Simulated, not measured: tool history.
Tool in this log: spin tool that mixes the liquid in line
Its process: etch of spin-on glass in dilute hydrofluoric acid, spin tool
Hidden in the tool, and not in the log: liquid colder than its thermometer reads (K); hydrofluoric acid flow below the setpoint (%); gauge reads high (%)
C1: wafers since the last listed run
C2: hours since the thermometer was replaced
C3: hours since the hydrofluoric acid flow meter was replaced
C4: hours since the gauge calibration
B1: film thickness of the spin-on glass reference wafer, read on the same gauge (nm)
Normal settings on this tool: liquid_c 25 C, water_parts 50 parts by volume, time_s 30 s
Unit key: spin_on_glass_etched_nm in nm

{"run": 1, "hour": 0.0, "liquid_c": 25, "water_parts": 50, "time_s": 20, "C1": 0, "C2": 1366.1, "C3": 898.2, "C4": 746.9, "B1": 99.98, "spin_on_glass_etched_nm": 14.09}
{"run": 2, "hour": 29.1, "liquid_c": 25, "water_parts": 50, "time_s": 20, "C1": 494, "C2": 1395.2, "C3": 927.3, "C4": 776, "B1": 100, "spin_on_glass_etched_nm": 14.04}
{"hour": 32.9, "done": "gauge calibrated"}
{"run": 3, "hour": 57.6, "liquid_c": 25, "water_parts": 50, "time_s": 20, "C1": 484, "C2": 1423.7, "C3": 955.8, "C4": 24.7, "B1": 100, "spin_on_glass_etched_nm": 14.1}
{"run": 4, "hour": 119.3, "liquid_c": 25, "water_parts": 50, "time_s": 45, "C1": 1048, "C2": 1485.4, "C3": 1017.5, "C4": 86.4, "B1": 99.99, "spin_on_glass_etched_nm": 31.69}
{"run": 5, "hour": 270.3, "liquid_c": 25, "water_parts": 50, "time_s": 45, "C1": 2565, "C2": 1636.4, "C3": 1168.5, "C4": 237.4, "B1": 100, "spin_on_glass_etched_nm": 31.53}
{"run": 6, "hour": 322.8, "liquid_c": 25, "water_parts": 50, "time_s": 45, "C1": 892, "C2": 1688.9, "C3": 1221, "C4": 289.9, "B1": 100.01, "spin_on_glass_etched_nm": 31.58}
{"run": 7, "hour": 368.0, "liquid_c": 28, "water_parts": 40, "time_s": 30, "C1": 768, "C2": 1734.1, "C3": 1266.2, "C4": 335.1, "B1": 100, "spin_on_glass_etched_nm": 29.73}
{"run": 8, "hour": 435.0, "liquid_c": 28, "water_parts": 40, "time_s": 30, "C1": 1138, "C2": 1801.1, "C3": 1333.2, "C4": 402.1, "B1": 99.99, "spin_on_glass_etched_nm": 30.09}
{"run": 9, "hour": 487.2, "liquid_c": 28, "water_parts": 40, "time_s": 30, "C1": 886, "C2": 1853.3, "C3": 1385.4, "C4": 454.3, "B1": 99.99, "spin_on_glass_etched_nm": 29.82}
{"run": 10, "hour": 522.8, "liquid_c": 29, "water_parts": 50, "time_s": 30, "C1": 604, "C2": 1888.9, "C3": 1421, "C4": 489.9, "B1": 100.01, "spin_on_glass_etched_nm": 24.61}
{"run": 11, "hour": 564.0, "liquid_c": 27, "water_parts": 45, "time_s": 30, "C1": 700, "C2": 1930.1, "C3": 1462.2, "C4": 531.1, "B1": 100.02, "spin_on_glass_etched_nm": 25.07}
{"run": 12, "hour": 601.4, "liquid_c": 27, "water_parts": 45, "time_s": 30, "C1": 635, "C2": 1967.5, "C3": 1499.6, "C4": 568.5, "B1": 100, "spin_on_glass_etched_nm": 25.39}
{"hour": 628.5, "done": "hydrofluoric acid flow meter replaced"}
{"run": 13, "hour": 636.2, "liquid_c": 27, "water_parts": 45, "time_s": 30, "C1": 574, "C2": 2002.3, "C3": 7.7, "C4": 603.3, "B1": 100, "spin_on_glass_etched_nm": 26.59}
{"run": 14, "hour": 668.6, "liquid_c": 25, "water_parts": 50, "time_s": 30, "C1": 550, "C2": 2034.7, "C3": 40.1, "C4": 635.7, "B1": 100.02, "spin_on_glass_etched_nm": 21.88}
{"run": 15, "hour": 693.9, "liquid_c": 25, "water_parts": 70, "time_s": 30, "C1": 429, "C2": 2060, "C3": 65.4, "C4": 661, "B1": 100.01, "spin_on_glass_etched_nm": 15.26}
{"run": 16, "hour": 719.2, "liquid_c": 25, "water_parts": 50, "time_s": 30, "C1": 429, "C2": 2085.3, "C3": 90.7, "C4": 686.3, "B1": 100, "spin_on_glass_etched_nm": 21.93}
{"hour": 754.8, "done": "thermometer replaced"}
{"run": 17, "hour": 788.1, "liquid_c": 22, "water_parts": 50, "time_s": 40, "C1": 1153, "C2": 33.3, "C3": 159.6, "C4": 755.2, "B1": 100.01, "spin_on_glass_etched_nm": 25.56}
{"run": 18, "hour": 814.9, "liquid_c": 29.5, "water_parts": 70, "time_s": 45, "C1": 455, "C2": 60.1, "C3": 186.4, "C4": 782, "B1": 100, "spin_on_glass_etched_nm": 27.27}
{"run": 19, "hour": 847.4, "liquid_c": 25, "water_parts": 70, "time_s": 35, "C1": 552, "C2": 92.6, "C3": 218.9, "C4": 814.5, "B1": 100.01, "spin_on_glass_etched_nm": 17.7}
{"hour": 901.5, "done": "gauge calibrated"}
{"run": 20, "hour": 910.8, "liquid_c": 25, "water_parts": 50, "time_s": 30, "C1": 1077, "C2": 156, "C3": 282.3, "C4": 9.3, "B1": 99.99, "spin_on_glass_etched_nm": 21.89}
{"run": 21, "hour": 976.0, "liquid_c": 28.5, "water_parts": 65, "time_s": 15, "C1": 1107, "C2": 221.2, "C3": 347.5, "C4": 74.5, "B1": 100.01, "spin_on_glass_etched_nm": 9.32}
{"run": 22, "hour": 1001.4, "liquid_c": 20.5, "water_parts": 35, "time_s": 35, "C1": 431, "C2": 246.6, "C3": 372.9, "C4": 99.9, "B1": 100.02, "spin_on_glass_etched_nm": 30.35}
{"run": 23, "hour": 1061.1, "liquid_c": 20.5, "water_parts": 30, "time_s": 20, "C1": 1014, "C2": 306.3, "C3": 432.6, "C4": 159.6, "B1": 99.99, "spin_on_glass_etched_nm": 20.46}
{"run": 24, "hour": 1131.8, "liquid_c": 29, "water_parts": 50, "time_s": 30, "C1": 1201, "C2": 377, "C3": 503.3, "C4": 230.3, "B1": 100, "spin_on_glass_etched_nm": 25.11}
{"run": 25, "hour": 1174.8, "liquid_c": 25, "water_parts": 50, "time_s": 20, "C1": 730, "C2": 420, "C3": 546.3, "C4": 273.3, "B1": 100, "spin_on_glass_etched_nm": 14.38}
{"run": 26, "hour": 1243.7, "liquid_c": 27.5, "water_parts": 65, "time_s": 45, "C1": 1170, "C2": 488.9, "C3": 615.2, "C4": 342.2, "B1": 99.98, "spin_on_glass_etched_nm": 26.6}
{"run": 27, "hour": 1276.8, "liquid_c": 23, "water_parts": 65, "time_s": 30, "C1": 562, "C2": 522, "C3": 648.3, "C4": 375.3, "B1": 100, "spin_on_glass_etched_nm": 14.91}
{"run": 28, "hour": 1352.0, "liquid_c": 25, "water_parts": 50, "time_s": 40, "C1": 1277, "C2": 597.2, "C3": 723.5, "C4": 450.5, "B1": 100.02, "spin_on_glass_etched_nm": 28.35}
{"run": 29, "hour": 1379.2, "liquid_c": 23.5, "water_parts": 65, "time_s": 30, "C1": 462, "C2": 624.4, "C3": 750.7, "C4": 477.7, "B1": 99.98, "spin_on_glass_etched_nm": 14.96}

What differs in the tool's unlogged condition from the final listed run ahead of each entry between runs to the first listed run following it?
From run 2 to run 3: gauge calibrated (hour 32.9)
  hydrofluoric acid flow below the setpoint (%): 3.35 -> 3.44
  the result without the hidden state subtracted from the measured one, spin_on_glass_etched_nm: -0.52 -> -0.54 nm
From run 12 to run 13: hydrofluoric acid flow meter replaced (hour 628.5)
  hydrofluoric acid flow below the setpoint (%): 5.23 -> 0.335
  the result without the hidden state subtracted from the measured one, spin_on_glass_etched_nm: -1.49 -> -0.1 nm
From run 16 to run 17: thermometer replaced (hour 754.8)
  hydrofluoric acid flow below the setpoint (%): 0.608 -> 0.835
  the result without the hidden state subtracted from the measured one, spin_on_glass_etched_nm: -0.14 -> -0.23 nm
From run 19 to run 20: gauge calibrated (hour 901.5)
  hydrofluoric acid flow below the setpoint (%): 1.03 -> 1.24
  the result without the hidden state subtracted from the measured one, spin_on_glass_etched_nm: -0.2 -> -0.29 nm

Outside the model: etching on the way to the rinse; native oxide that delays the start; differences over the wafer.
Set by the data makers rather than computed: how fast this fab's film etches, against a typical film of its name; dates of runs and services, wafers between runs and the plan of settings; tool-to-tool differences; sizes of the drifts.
